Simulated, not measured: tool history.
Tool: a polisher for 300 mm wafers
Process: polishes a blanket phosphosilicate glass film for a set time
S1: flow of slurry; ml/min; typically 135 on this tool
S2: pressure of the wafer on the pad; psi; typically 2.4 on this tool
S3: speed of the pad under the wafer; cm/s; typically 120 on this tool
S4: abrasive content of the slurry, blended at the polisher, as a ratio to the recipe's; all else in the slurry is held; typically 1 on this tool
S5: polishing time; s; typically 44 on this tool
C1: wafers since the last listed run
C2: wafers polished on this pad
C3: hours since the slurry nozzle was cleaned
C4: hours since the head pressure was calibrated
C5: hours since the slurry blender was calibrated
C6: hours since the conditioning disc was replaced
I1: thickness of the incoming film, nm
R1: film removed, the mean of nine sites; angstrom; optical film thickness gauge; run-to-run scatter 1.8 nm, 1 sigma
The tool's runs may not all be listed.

Run 1, hour 0: usual settings; C1 0; C2 777; C3 572.7; C4 1076.9; C5 11.9; C6 417.5; I1 2562.7. Result: R1 2878 angstrom.
At hour 10: conditioning disc replaced and pad reconditioned.
Run 2, hour 23.6: usual settings; C1 380; C2 1158; C3 596.3; C4 1100.5; C5 35.5; C6 13.6; I1 2642.2. Result: R1 2828 angstrom.
Run 3, hour 47.2: usual settings; C1 416; C2 1574; C3 619.9; C4 1124.1; C5 59.1; C6 37.2; I1 2650.5. Result: R1 2826 angstrom.
Run 4, hour 82.7: usual settings but S1 110 ml/min; C1 626; C2 2200; C3 655.4; C4 1159.6; C5 94.6; C6 72.7; I1 2595.2. Result: R1 2702 angstrom.
Run 5, hour 114.6: usual settings; C1 562; C2 2763; C3 687.3; C4 1191.5; C5 126.5; C6 104.6; I1 2582.1. Result: R1 2746 angstrom.
At hour 125.7: head pressure recalibrated.
Run 6, hour 141.8: usual settings but S2 1.9 psi, S4 1.15, S5 30 s; C1 444; C2 3207; C3 714.5; C4 16.1; C5 153.7; C6 131.8; I1 2641.3. Result: R1 1538 angstrom.
At hour 146.4: slurry nozzle cleaned.
Run 7, hour 163.6: usual settings but S4 1.1, S5 58 s; C1 366; C2 3574; C3 17.2; C4 37.9; C5 175.5; C6 153.6; I1 2593.4. Result: R1 3593 angstrom.
At hour 188.2: worn pad replaced by a new one.
Run 8, hour 193: usual settings; C1 447; C2 85; C3 46.6; C4 67.3; C5 204.9; C6 183; I1 2567.5. Result: R1 2896 angstrom.
Run 9, hour 224.9: usual settings but S1 120 ml/min, S3 98 cm/s, S4 0.8; C1 562; C2 647; C3 78.5; C4 99.2; C5 236.8; C6 214.9; I1 2600.1. Result: R1 2207 angstrom.
Run 10, hour 244.7: usual settings but S4 1.1, S5 58 s; C1 349; C2 996; C3 98.3; C4 119; C5 256.6; C6 234.7; I1 2623. Result: R1 3930 angstrom.
At hour 254.7: slurry blender recalibrated.
Run 11, hour 262.2: usual settings; C1 273; C2 1270; C3 115.8; C4 136.5; C5 7.5; C6 252.2; I1 2625.2. Result: R1 2842 angstrom.
Run 12, hour 287.6: usual settings but S1 115 ml/min, S4 1.1; C1 447; C2 1718; C3 141.2; C4 161.9; C5 32.9; C6 277.6; I1 2580. Result: R1 2902 angstrom.
Run 13, hour 306.7: usual settings; C1 336; C2 2054; C3 160.3; C4 181; C5 52; C6 296.7; I1 2651.8. Result: R1 2803 angstrom.
Run 14, hour 324: usual settings; C1 305; C2 2359; C3 177.6; C4 198.3; C5 69.3; C6 314; I1 2599.9. Result: R1 2772 angstrom.
Run 15, hour 343.9: usual settings but S1 160 ml/min; C1 350; C2 2710; C3 197.5; C4 218.2; C5 89.2; C6 333.9; I1 2625.7. Result: R1 2841 angstrom.
Run 16, hour 377.8: usual settings but S1 150 ml/min; C1 597; C2 3308; C3 231.4; C4 252.1; C5 123.1; C6 367.8; I1 2629.8. Result: R1 2761 angstrom.
At hour 391.4: worn pad replaced by a new one.
Run 17, hour 410.1: usual settings but S1 120 ml/min, S2 2.9 psi, S4 1.15; C1 499; C2 330; C3 263.7; C4 284.4; C5 155.4; C6 400.1; I1 2602.2. Result: R1 3607 angstrom.
Run 18, hour 422.3: usual settings; C1 215; C2 545; C3 275.9; C4 296.6; C5 167.6; C6 412.3; I1 2636.8. Result: R1 2850 angstrom.
At hour 442.9: conditioning disc replaced and pad reconditioned.
Run 19, hour 443.4: usual settings but S4 1.15, S5 30 s; C1 336; C2 882; C3 297; C4 317.7; C5 188.7; C6 0.5; I1 2608.7. Result: R1 2062 angstrom.
Run 20, hour 472.1: usual settings but S3 150 cm/s; C1 506; C2 1388; C3 325.7; C4 346.4; C5 217.4; C6 29.2; I1 2657.3. Result: R1 3411 angstrom.
Run 21, hour 505.3: usual settings but S4 0.7, S5 35 s; C1 585; C2 1973; C3 358.9; C4 379.6; C5 250.6; C6 62.4; I1 2601.5. Result: R1 1933 angstrom.
Run 22, hour 518.9: usual settings; C1 239; C2 2213; C3 372.5; C4 393.2; C5 264.2; C6 76; I1 2629.7. Result: R1 2774 angstrom.
Run 23, hour 584: usual settings but S1 170 ml/min, S3 80 cm/s; C1 1148; C2 3361; C3 437.6; C4 458.3; C5 329.3; C6 141.1; I1 2570.7. Result: R1 1998 angstrom.
At hour 592.1: worn pad replaced by a new one.
Run 24, hour 604.4: usual settings but S3 132 cm/s; C1 289; C2 217; C3 458; C4 478.7; C5 349.7; C6 161.5; I1 2610.9. Result: R1 3134 angstrom.
At hour 608.1: slurry blender recalibrated.
Run 25, hour 627.8: usual settings but S2 2.9 psi, S3 108 cm/s, S5 34 s; C1 377; C2 595; C3 481.4; C4 502.1; C5 19.7; C6 184.9; I1 2611.4. Result: R1 2468 angstrom.
Run 26, hour 647.1: usual settings; C1 340; C2 935; C3 500.7; C4 521.4; C5 39; C6 204.2; I1 2626.8. Result: R1 2861 angstrom.

Forecast each of these 3 alternatives for the next run:
Run A, hour 647.5: usual settings; C1 7; C2 942; C3 501.1; C4 521.8; C5 39.4; C6 204.6; I1 2661.7. Result: R1 ?.
Run B, hour 647.5: usual settings but S3 156 cm/s, S5 49 s; C1 7; C2 942; C3 501.1; C4 521.8; C5 39.4; C6 204.6; I1 2661.7. Result: R1 ?.
Run C, hour 647.5: usual settings but S1 165 ml/min, S2 2.2 psi, S3 82 cm/s, S5 56 s; C1 7; C2 942; C3 501.1; C4 521.8; C5 39.4; C6 204.6; I1 2661.7. Result: R1 ?.

run    R1
  A  2850
  B  3916
  C  2511
The same runs, with their run-to-run variation unchanged, on a tool lacking any hidden condition would have given:
run    R1
  A  2880
  B  3956
  C  2537

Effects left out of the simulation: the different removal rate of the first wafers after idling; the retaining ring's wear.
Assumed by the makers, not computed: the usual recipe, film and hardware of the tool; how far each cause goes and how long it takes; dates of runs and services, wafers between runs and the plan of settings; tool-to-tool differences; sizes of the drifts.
